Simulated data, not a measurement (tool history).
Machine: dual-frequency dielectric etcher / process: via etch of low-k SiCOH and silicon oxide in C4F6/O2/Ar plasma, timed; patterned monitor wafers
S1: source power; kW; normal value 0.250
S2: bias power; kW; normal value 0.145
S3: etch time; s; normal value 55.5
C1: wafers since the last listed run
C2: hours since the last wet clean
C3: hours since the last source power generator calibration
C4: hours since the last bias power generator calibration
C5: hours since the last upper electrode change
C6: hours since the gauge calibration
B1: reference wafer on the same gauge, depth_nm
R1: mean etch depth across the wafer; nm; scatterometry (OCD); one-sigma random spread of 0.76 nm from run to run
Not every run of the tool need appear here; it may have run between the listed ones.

| run | hour | S1 | S2 | S3 | C1 | C2 | C3 | C4 | C5 | C6 | B1 | R1 |
|---|---|---|---|---|---|---|---|---|---|---|---|---|
| 1 | 0.0 | 0.230 | 0.145 | 55.5 | 0 | 215.3 | 2223.1 | 3768.2 | 4153.8 | 944.6 | 101.9 | 110.5 |
| 2 | 18.5 | 0.230 | 0.145 | 55.5 | 307 | 233.8 | 2241.6 | 3786.7 | 4172.3 | 963.1 | 101.8 | 111.3 |
| 3 | 52.8 | 0.210 | 0.145 | 55.5 | 570 | 268.1 | 2275.9 | 3821.0 | 4206.6 | 997.4 | 101.8 | 107.3 |
| 4 | 70.4 | 0.210 | 0.145 | 55.5 | 292 | 285.7 | 2293.5 | 3838.6 | 4224.2 | 1015.0 | 102.1 | 107.5 |
| 5 | 92.8 | 0.210 | 0.145 | 55.5 | 372 | 308.1 | 2315.9 | 3861.0 | 4246.6 | 1037.4 | 102.0 | 106.9 |
| 6 | 114.1 | 0.250 | 0.145 | 55.5 | 354 | 329.4 | 2337.2 | 3882.3 | 4267.9 | 1058.7 | 102.1 | 115.2 |
| 7 | 143.2 | 0.250 | 0.135 | 55.5 | 483 | 358.5 | 2366.3 | 3911.4 | 4297.0 | 1087.8 | 102.0 | 112.8 |
|  | 153.6 | bias power generator calibrated |
| 8 | 173.3 | 0.250 | 0.135 | 55.5 | 433 | 388.6 | 2396.4 | 19.7 | 4327.1 | 1117.9 | 101.9 | 111.4 |
|  | 218.8 | gauge calibrated |
|  | 220.8 | upper electrode replaced |
| 9 | 221.3 | 0.250 | 0.135 | 55.5 | 398 | 436.6 | 2444.4 | 67.7 | 0.5 | 2.5 | 101.9 | 111.8 |
| 10 | 285.6 | 0.250 | 0.145 | 55.5 | 1068 | 500.9 | 2508.7 | 132.0 | 64.8 | 66.8 | 101.6 | 112.9 |
|  | 331.7 | wet clean of the chamber |
| 11 | 332.2 | 0.250 | 0.145 | 55.5 | 375 | 0.5 | 2555.3 | 178.6 | 111.4 | 113.4 | 101.7 | 118.0 |
| 12 | 346.1 | 0.250 | 0.171 | 55.5 | 231 | 14.4 | 2569.2 | 192.5 | 125.3 | 127.3 | 102.2 | 122.1 |
| 13 | 380.0 | 0.250 | 0.145 | 55.5 | 563 | 48.3 | 2603.1 | 226.4 | 159.2 | 161.2 | 101.9 | 117.9 |
| 14 | 409.7 | 0.250 | 0.135 | 55.5 | 493 | 78.0 | 2632.8 | 256.1 | 188.9 | 190.9 | 101.8 | 114.9 |
|  | 418.0 | source power generator calibrated |
| 15 | 429.2 | 0.270 | 0.145 | 55.5 | 257 | 97.5 | 11.2 | 275.6 | 208.4 | 210.4 | 102.1 | 120.5 |
| 16 | 447.1 | 0.220 | 0.114 | 55.5 | 297 | 115.4 | 29.1 | 293.5 | 226.3 | 228.3 | 101.9 | 104.9 |
| 17 | 475.5 | 0.230 | 0.145 | 55.5 | 472 | 143.8 | 57.5 | 321.9 | 254.7 | 256.7 | 102.2 | 111.1 |
| 18 | 491.7 | 0.230 | 0.167 | 39.0 | 269 | 160.0 | 73.7 | 338.1 | 270.9 | 272.9 | 102.0 | 82.0 |
| 19 | 512.9 | 0.270 | 0.110 | 55.5 | 352 | 181.2 | 94.9 | 359.3 | 292.1 | 294.1 | 102.2 | 113.6 |
| 20 | 540.9 | 0.210 | 0.145 | 55.5 | 465 | 209.2 | 122.9 | 387.3 | 320.1 | 322.1 | 102.0 | 107.7 |
| 21 | 558.8 | 0.250 | 0.124 | 71.5 | 297 | 227.1 | 140.8 | 405.2 | 338.0 | 340.0 | 102.1 | 144.1 |
| 22 | 589.9 | 0.230 | 0.133 | 55.5 | 517 | 258.2 | 171.9 | 436.3 | 369.1 | 371.1 | 101.7 | 110.2 |
| 23 | 610.9 | 0.250 | 0.145 | 55.5 | 349 | 279.2 | 192.9 | 457.3 | 390.1 | 392.1 | 101.8 | 116.2 |
| 24 | 639.7 | 0.250 | 0.135 | 55.5 | 478 | 308.0 | 221.7 | 486.1 | 418.9 | 420.9 | 102.1 | 114.8 |
| 25 | 655.8 | 0.250 | 0.145 | 62.5 | 267 | 324.1 | 237.8 | 502.2 | 435.0 | 437.0 | 101.9 | 128.3 |
| 26 | 684.2 | 0.300 | 0.145 | 55.5 | 472 | 352.5 | 266.2 | 530.6 | 463.4 | 465.4 | 101.9 | 122.9 |
| 27 | 720.6 | 0.250 | 0.145 | 49.5 | 605 | 388.9 | 302.6 | 567.0 | 499.8 | 501.8 | 102.2 | 101.6 |
| 28 | 746.4 | 0.250 | 0.145 | 71.0 | 428 | 414.7 | 328.4 | 592.8 | 525.6 | 527.6 | 102.0 | 146.2 |
| 29 | 775.4 | 0.290 | 0.166 | 46.5 | 482 | 443.7 | 357.4 | 621.8 | 554.6 | 556.6 | 101.9 | 103.7 |
| 30 | 810.5 | 0.230 | 0.145 | 55.5 | 583 | 478.8 | 392.5 | 656.9 | 589.7 | 591.7 | 102.1 | 108.8 |
| 31 | 831.0 | 0.310 | 0.176 | 55.5 | 340 | 499.3 | 413.0 | 677.4 | 610.2 | 612.2 | 102.2 | 128.4 |

Hidden state at the last listed run before each entry between runs and at the first one after, where it differs:
From run 7 to run 8: bias power generator calibrated (hour 153.6)
  etch rate over this chamber's usual, %: -2.44 -> -2.67
  measured result minus the result with no hidden state, R1: -2.8 -> -3.0 nm
From run 8 to run 9: gauge calibrated (hour 218.8); upper electrode replaced (hour 220.8)
  etch rate over this chamber's usual, %: -2.67 -> -3.02
  measured result minus the result with no hidden state, R1: -3.0 -> -3.5 nm
From run 10 to run 11: wet clean of the chamber (hour 331.7)
  etch rate over this chamber's usual, %: -3.5 -> 0.294
  measured result minus the result with no hidden state, R1: -4.1 -> +0.3 nm
From run 14 to run 15: source power generator calibrated (hour 418.0)
  etch rate over this chamber's usual, %: -0.282 -> -0.426
  measured result minus the result with no hidden state, R1: -0.3 -> -0.5 nm

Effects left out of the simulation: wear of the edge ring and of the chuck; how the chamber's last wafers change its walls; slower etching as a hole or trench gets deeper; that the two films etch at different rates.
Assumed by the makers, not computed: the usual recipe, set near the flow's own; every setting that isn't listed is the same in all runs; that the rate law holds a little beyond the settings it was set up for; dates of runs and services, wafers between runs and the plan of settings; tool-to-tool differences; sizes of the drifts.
